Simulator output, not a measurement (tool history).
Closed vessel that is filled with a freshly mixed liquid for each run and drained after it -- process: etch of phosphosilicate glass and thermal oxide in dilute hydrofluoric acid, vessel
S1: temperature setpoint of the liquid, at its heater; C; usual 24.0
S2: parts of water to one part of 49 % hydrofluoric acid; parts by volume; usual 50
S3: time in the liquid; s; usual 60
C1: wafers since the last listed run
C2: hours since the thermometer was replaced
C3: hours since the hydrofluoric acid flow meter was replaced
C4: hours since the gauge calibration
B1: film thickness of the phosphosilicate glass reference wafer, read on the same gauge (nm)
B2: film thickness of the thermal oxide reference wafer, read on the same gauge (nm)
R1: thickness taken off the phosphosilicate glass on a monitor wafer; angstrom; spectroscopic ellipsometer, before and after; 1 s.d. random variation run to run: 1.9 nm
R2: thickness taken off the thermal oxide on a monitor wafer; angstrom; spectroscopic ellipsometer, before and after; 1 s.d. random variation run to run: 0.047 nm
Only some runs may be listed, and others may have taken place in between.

run 1 day=0.000 | S1=24.0 S2=40 S3=45 | C1=0 C2=2232.3 C3=1054.5 C4=220.1 | B1=79.99 B2=50.02 | R1=2180.6 R2=54.9
run 2 day=1.950 | S1=21.0 S2=50 S3=60 | C1=4291 C2=2279.1 C3=1101.3 C4=266.9 | B1=80.00 B2=49.98 | R1=2046.9 R2=51.4
run 3 day=3.917 | S1=21.0 S2=50 S3=60 | C1=4328 C2=2326.3 C3=1148.5 C4=314.1 | B1=79.98 B2=49.97 | R1=2030.1 R2=51.1
run 4 day=6.754 | S1=24.0 S2=50 S3=60 | C1=6245 C2=2394.4 C3=1216.6 C4=382.2 | B1=80.02 B2=50.00 | R1=2341.6 R2=58.1
run 5 day=9.100 | S1=24.0 S2=60 S3=60 | C1=5163 C2=2450.7 C3=1272.9 C4=438.5 | B1=79.99 B2=49.98 | R1=1900.2 R2=48.1
run 6 day=10.521 | S1=24.0 S2=50 S3=40 | C1=3127 C2=2484.8 C3=1307.0 C4=472.6 | B1=79.99 B2=50.05 | R1=1534.6 R2=38.1
run 7 day=12.512 | S1=19.0 S2=70 S3=85 | C1=4383 C2=2532.6 C3=1354.8 C4=520.4 | B1=80.01 B2=49.99 | R1=1868.4 R2=45.6
run 8 day=14.400 | S1=26.5 S2=65 S3=45 | C1=4154 C2=2577.9 C3=1400.1 C4=565.7 | B1=80.01 B2=50.04 | R1=1442.8 R2=36.3
run 9 day=17.062 | S1=24.0 S2=50 S3=75 | C1=5860 C2=2641.8 C3=1464.0 C4=629.6 | B1=79.98 B2=50.02 | R1=2872.2 R2=71.7
-- day=17.808 hydrofluoric acid flow meter replaced
-- day=19.142 thermometer replaced
run 10 day=19.567 | S1=24.0 S2=50 S3=60 | C1=5328 C2=10.2 C3=42.2 C4=689.7 | B1=80.06 B2=50.02 | R1=2306.0 R2=57.8
run 11 day=21.417 | S1=20.0 S2=65 S3=60 | C1=4071 C2=54.6 C3=86.6 C4=734.1 | B1=79.94 B2=49.99 | R1=1492.8 R2=36.5
run 12 day=22.992 | S1=24.0 S2=50 S3=60 | C1=3466 C2=92.4 C3=124.4 C4=771.9 | B1=79.99 B2=49.96 | R1=2331.8 R2=57.1
run 13 day=25.500 | S1=24.0 S2=30 S3=60 | C1=5520 C2=152.6 C3=184.6 C4=832.1 | B1=80.01 B2=50.05 | R1=3999.0 R2=100.5
run 14 day=27.879 | S1=20.0 S2=45 S3=70 | C1=5236 C2=209.7 C3=241.7 C4=889.2 | B1=79.98 B2=50.02 | R1=2539.8 R2=63.4
run 15 day=29.067 | S1=25.5 S2=30 S3=60 | C1=2613 C2=238.2 C3=270.2 C4=917.7 | B1=80.03 B2=50.01 | R1=4203.6 R2=105.8
run 16 day=30.779 | S1=24.0 S2=25 S3=60 | C1=3769 C2=279.3 C3=311.3 C4=958.8 | B1=80.02 B2=50.01 | R1=4740.2 R2=119.5
run 17 day=32.542 | S1=24.0 S2=70 S3=60 | C1=3879 C2=321.6 C3=353.6 C4=1001.1 | B1=80.04 B2=49.97 | R1=1631.6 R2=39.9
run 18 day=34.688 | S1=24.0 S2=75 S3=35 | C1=4722 C2=373.1 C3=405.1 C4=1052.6 | B1=80.00 B2=50.01 | R1=875.3 R2=21.8
run 19 day=36.229 | S1=24.0 S2=50 S3=60 | C1=3393 C2=410.1 C3=442.1 C4=1089.6 | B1=80.03 B2=50.02 | R1=2321.2 R2=57.7
run 20 day=39.121 | S1=24.0 S2=50 S3=70 | C1=6364 C2=479.5 C3=511.5 C4=1159.0 | B1=80.02 B2=50.02 | R1=2662.1 R2=67.8
-- day=40.221 gauge calibrated
run 21 day=41.450 | S1=24.0 S2=30 S3=80 | C1=5126 C2=535.4 C3=567.4 C4=29.5 | B1=79.96 B2=49.96 | R1=5397.3 R2=133.4
run 22 day=42.783 | S1=22.0 S2=30 S3=75 | C1=2934 C2=567.4 C3=599.4 C4=61.5 | B1=80.02 B2=49.98 | R1=4530.9 R2=113.0
run 23 day=45.100 | S1=20.0 S2=65 S3=80 | C1=5098 C2=623.0 C3=655.0 C4=117.1 | B1=80.01 B2=50.00 | R1=1948.4 R2=49.3
run 24 day=47.912 | S1=24.0 S2=50 S3=60 | C1=6190 C2=690.5 C3=722.5 C4=184.6 | B1=80.00 B2=49.99 | R1=2308.0 R2=57.2
run 25 day=49.233 | S1=21.5 S2=50 S3=60 | C1=2907 C2=722.2 C3=754.2 C4=216.3 | B1=79.99 B2=50.04 | R1=2080.7 R2=51.5
run 26 day=51.796 | S1=27.0 S2=40 S3=85 | C1=5640 C2=783.7 C3=815.7 C4=277.8 | B1=80.01 B2=49.98 | R1=4697.2 R2=117.0
run 27 day=53.462 | S1=24.0 S2=30 S3=30 | C1=3668 C2=823.7 C3=855.7 C4=317.8 | B1=80.01 B2=50.02 | R1=1994.3 R2=49.5

Take each entry between the runs: how does the hidden state at the last listed run before it differ from the hidden state at the first listed run after it?
Run 9 -> run 10: hydrofluoric acid flow meter replaced (day 17.808); thermometer replaced (day 19.142)
  nothing in the hidden state changes from one run to the other
Run 20 -> run 21: gauge calibrated (day 40.221)
  nothing in the hidden state changes from one run to the other

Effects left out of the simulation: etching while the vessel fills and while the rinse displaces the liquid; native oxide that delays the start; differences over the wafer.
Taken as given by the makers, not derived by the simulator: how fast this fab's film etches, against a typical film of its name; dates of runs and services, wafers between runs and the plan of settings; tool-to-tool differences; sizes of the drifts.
